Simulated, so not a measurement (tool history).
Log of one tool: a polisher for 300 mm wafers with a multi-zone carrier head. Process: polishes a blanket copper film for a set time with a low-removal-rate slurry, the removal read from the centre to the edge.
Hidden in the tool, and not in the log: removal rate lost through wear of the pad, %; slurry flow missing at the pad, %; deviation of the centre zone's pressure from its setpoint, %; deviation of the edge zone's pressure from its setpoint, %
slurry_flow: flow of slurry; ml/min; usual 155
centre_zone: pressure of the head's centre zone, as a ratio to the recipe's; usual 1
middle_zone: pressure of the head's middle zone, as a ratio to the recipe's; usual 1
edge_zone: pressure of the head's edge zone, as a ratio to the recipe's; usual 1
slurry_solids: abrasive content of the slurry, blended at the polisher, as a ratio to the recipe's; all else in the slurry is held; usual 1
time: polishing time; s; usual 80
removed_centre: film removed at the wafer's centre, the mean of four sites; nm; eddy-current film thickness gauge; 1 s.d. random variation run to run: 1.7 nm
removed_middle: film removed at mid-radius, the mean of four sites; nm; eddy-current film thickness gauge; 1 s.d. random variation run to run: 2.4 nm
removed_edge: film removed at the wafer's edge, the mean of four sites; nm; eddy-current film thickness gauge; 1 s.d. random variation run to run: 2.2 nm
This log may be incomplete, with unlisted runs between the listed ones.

run,hour,slurry_flow,centre_zone,middle_zone,edge_zone,slurry_solids,time,wafers since the last listed run,wafers polished on this pad,hours since the slurry nozzle was cleaned,hours since the centre zone pressure was calibrated,hours since the edge zone pressure was calibrated,hours since the carrier head's membrane was replaced,"incoming thickness of the incoming film, nm",removed_centre,removed_middle,removed_edge
1,0,155,1,0.92,1,1,80,0,4029,601.5,362.4,310.4,245.5,1469.8,212.7,197.8,213
2,45.8,120,1.08,1,1,0.75,98,401,4430,647.3,408.2,356.2,291.3,1498.5,254.1,233.4,243
3,150.7,205,1,1,0.91,1,80,919,5350,752.2,513.1,461.1,396.2,1502.9,216.4,210.4,208.1
# hour 210.8: slurry nozzle cleaned
4,214.1,155,1.05,0.91,1,0.8,90,547,5897,3.3,576.5,524.5,459.6,1490.5,232.2,198.3,221.7
# hour 239.6: worn pad replaced by a new one
# hour 272.5: centre zone pressure recalibrated
5,291.5,155,1,1,1,1,80,625,437,80.7,19,601.9,537,1503.5,223.8,221.1,223.7
6,380,105,1,1,1.04,1,80,775,1213,169.2,107.5,690.4,625.5,1486.3,210.3,208.9,217.8
# hour 440: edge zone pressure recalibrated
7,491.7,155,1,1,1,1,80,961,2175,280.9,219.2,51.7,737.2,1463.3,221.8,217.4,220.5
8,542.4,155,1.03,1,1,1.2,80,444,2619,331.6,269.9,102.4,787.9,1483.1,231.6,227.4,227.1
9,604.4,100,1,1,1,1,80,543,3163,393.6,331.9,164.4,849.9,1501.5,202.8,200.7,208.7
10,685.6,155,1,1,1,1,80,711,3875,474.8,413.1,245.6,931.1,1503.3,216.3,209.4,214.2
# hour 701.2: carrier head's membrane replaced by a new one
11,743.3,155,0.96,0.94,1,1.1,80,462,4337,532.5,470.8,303.3,42.1,1481,210.7,206.8,218.3
# hour 839.1: centre zone pressure recalibrated
12,839.6,155,1,1,1,1,80,826,5164,628.8,0.5,399.6,138.4,1514.6,207.8,206.6,210.5
# hour 868.9: worn pad replaced by a new one
13,879,120,1,1,1,1,80,310,88,668.2,39.9,439,177.8,1498.1,216.4,214.8,219.8
14,930.4,155,1,1,1,1,80,450,539,719.6,91.3,490.4,229.2,1481.2,225.3,223.7,224.9
# hour 1005: slurry nozzle cleaned
# hour 1098.8: edge zone pressure recalibrated
15,1149.4,200,1,1,1.1,1,80,1893,2433,144.4,310.3,50.6,448.2,1502.2,231,225.1,233.3
16,1186.9,155,1,1,1,1,80,328,2761,181.9,347.8,88.1,485.7,1493.3,219.7,216.1,223.4
17,1283.2,155,1,1,1,1,80,844,3606,278.2,444.1,184.4,582,1499,217.8,215.7,216.9
18,1387.3,200,1,1,1,1,80,912,4518,382.3,548.2,288.5,686.1,1495.8,222.6,217.8,219.8
# hour 1425: centre zone pressure recalibrated
19,1470.6,155,1,1,1.05,1,53,712,5231,465.6,45.6,371.8,769.4,1473.5,138.6,135.4,144.1
# hour 1541.3: worn pad replaced by a new one
20,1557.3,155,1.08,1,1,1.25,80,725,140,552.3,132.3,458.5,856.1,1488,247.6,231.6,231.4

Below are 5 alternative next runs, each starting from the tool's condition after run 20. Predict each:
A,1557.7,155,1.08,1,1,1,80,3,143,552.7,132.7,458.9,856.5,1464.6,?,?,?
B,1557.7,155,1,1,0.95,1,80,3,143,552.7,132.7,458.9,856.5,1464.6,?,?,?
C,1557.7,155,0.94,1,1,1.1,80,3,143,552.7,132.7,458.9,856.5,1464.6,?,?,?
D,1557.7,155,0.91,1.04,1,1,80,3,143,552.7,132.7,458.9,856.5,1464.6,?,?,?
E,1557.7,155,1,1,0.92,0.8,80,3,143,552.7,132.7,458.9,856.5,1464.6,?,?,?

run,removed_centre,removed_middle,removed_edge
A,244.2,223.3,224.6
B,227.9,223.4,221
C,218.9,226.7,227.9
D,209.7,231,224.5
E,220.8,216.4,211.9
Stripped of hidden state, with their random variation kept, the same runs would have yielded:
run,removed_centre,removed_middle,removed_edge
A,245.4,224.4,225.7
B,229.1,224.5,222.1
C,220,227.8,229
D,210.8,232.2,225.6
E,221.9,217.5,213
